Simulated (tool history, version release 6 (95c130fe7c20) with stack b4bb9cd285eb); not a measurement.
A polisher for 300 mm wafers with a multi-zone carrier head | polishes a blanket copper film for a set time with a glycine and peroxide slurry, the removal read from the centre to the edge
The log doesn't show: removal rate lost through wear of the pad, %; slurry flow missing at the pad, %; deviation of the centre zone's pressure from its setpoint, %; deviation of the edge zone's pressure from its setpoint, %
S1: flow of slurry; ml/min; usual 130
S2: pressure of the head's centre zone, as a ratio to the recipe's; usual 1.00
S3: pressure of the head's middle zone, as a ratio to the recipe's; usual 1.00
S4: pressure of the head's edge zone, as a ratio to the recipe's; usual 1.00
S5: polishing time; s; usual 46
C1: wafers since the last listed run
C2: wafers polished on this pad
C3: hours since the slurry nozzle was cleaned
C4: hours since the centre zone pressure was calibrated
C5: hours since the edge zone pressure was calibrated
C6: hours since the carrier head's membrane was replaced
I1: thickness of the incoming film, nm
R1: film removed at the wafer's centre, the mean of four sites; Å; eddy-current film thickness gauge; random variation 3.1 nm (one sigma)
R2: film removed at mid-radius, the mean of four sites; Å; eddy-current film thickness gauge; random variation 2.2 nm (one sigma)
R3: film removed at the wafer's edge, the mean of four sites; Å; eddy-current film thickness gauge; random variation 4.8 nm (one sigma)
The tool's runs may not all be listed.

run,hour,S1,S2,S3,S4,S5,C1,C2,C3,C4,C5,C6,I1,R1,R2,R3
1,0.0,130,1.00,1.00,0.93,54,0,6434,217.8,1200.2,318.7,136.4,1874.4,3723,3708,3653
# hour 15.4: worn pad replaced by a new one
2,36.5,130,1.00,1.00,0.93,54,555,360,254.3,1236.7,355.2,172.9,1908.3,3741,3698,3635
# hour 92.4: centre zone pressure recalibrated
3,106.5,130,1.00,1.00,0.93,54,1161,1521,324.3,14.1,425.2,242.9,1904.7,3691,3690,3619
4,146.2,130,1.00,1.00,1.00,46,678,2200,364.0,53.8,464.9,282.6,1906.6,3155,3126,3106
5,198.6,130,1.00,1.00,1.00,46,895,3095,416.4,106.2,517.3,335.0,1849.1,3107,3100,3162
6,249.7,130,1.00,1.00,1.00,46,873,3968,467.5,157.3,568.4,386.1,1924.6,3099,3108,3113
7,350.9,130,1.00,1.00,1.00,46,1728,5697,568.7,258.5,669.6,487.3,1864.3,2959,3005,3057
8,401.0,145,1.00,1.04,1.00,46,855,6553,618.8,308.6,719.7,537.4,1893.9,3080,3193,3172
# hour 456.8: worn pad replaced by a new one
9,457.3,115,0.89,1.03,1.00,41,893,8,675.1,364.9,776.0,593.7,1884.6,2314,2595,2621
10,562.4,130,1.00,0.90,1.00,36,1795,1803,780.2,470.0,881.1,698.8,1881.3,2251,2090,2414
11,617.1,130,1.00,1.00,1.00,46,934,2738,834.9,524.7,935.8,753.5,1889.8,2844,2885,3014
12,675.9,120,1.00,1.00,1.00,46,1004,3742,893.7,583.5,994.6,812.3,1905.3,2708,2778,2905
# hour 731.8: slurry nozzle cleaned
13,743.7,170,0.93,1.00,0.91,56,1141,4883,11.9,651.3,1062.4,880.1,1910.5,3973,4102,3989
# hour 750.5: edge zone pressure recalibrated
14,824.8,130,1.00,1.10,1.04,46,1351,6235,93.0,732.4,74.3,961.2,1903.9,3233,3471,3310
# hour 831.7: carrier head's membrane replaced by a new one
15,901.1,130,1.00,0.90,1.00,36,1218,7453,169.3,808.7,150.6,69.4,1881.5,2537,2293,2462
# hour 943.1: worn pad replaced by a new one
16,994.6,105,1.00,1.00,0.92,41,1529,879,262.8,902.2,244.1,162.9,1901.0,2642,2613,2604
17,1073.7,130,1.00,1.00,1.00,46,1351,2230,341.9,981.3,323.2,242.0,1885.2,3152,3118,3044
18,1191.1,130,1.00,1.00,1.00,46,2005,4236,459.3,1098.7,440.6,359.4,1929.9,3100,3070,3046

Run 19 comes next. What will it give?
19,1244.3,130,1.00,1.05,1.00,31,908,5145,512.5,1151.9,493.8,412.6,1902.0,?,?,?

{"run 19": {"R1": 2086, "R2": 2134, "R3": 2119}}
Without the tool's hidden state the same run would have given R1 2250 Å, R2 2280 Å, R3 2218 Å.
